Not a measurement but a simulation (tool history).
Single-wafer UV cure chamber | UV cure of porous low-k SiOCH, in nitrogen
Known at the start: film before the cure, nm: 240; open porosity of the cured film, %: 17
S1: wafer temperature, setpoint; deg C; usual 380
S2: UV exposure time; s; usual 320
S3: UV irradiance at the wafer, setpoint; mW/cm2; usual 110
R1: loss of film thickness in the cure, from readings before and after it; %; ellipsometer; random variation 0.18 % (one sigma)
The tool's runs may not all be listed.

run,hour,S1,S2,S3,R1
1,0,380,200,110,12.413
2,61.6,380,320,110,14.728
3,111,380,320,110,14.423
4,205.4,380,320,110,14.388
5,244,380,320,110,14.168
6,309.1,380,320,110,14.035
# hour 337.4: quartz window cleaned
7,345.4,380,320,110,13.379
8,397.2,380,320,110,13.067

The next listed run, before its measurement:
9,450.9,380,320,110,?

Run 9 gave R1 13.146 %.
Without the tool's hidden state the same run would have given R1 14.544 %.

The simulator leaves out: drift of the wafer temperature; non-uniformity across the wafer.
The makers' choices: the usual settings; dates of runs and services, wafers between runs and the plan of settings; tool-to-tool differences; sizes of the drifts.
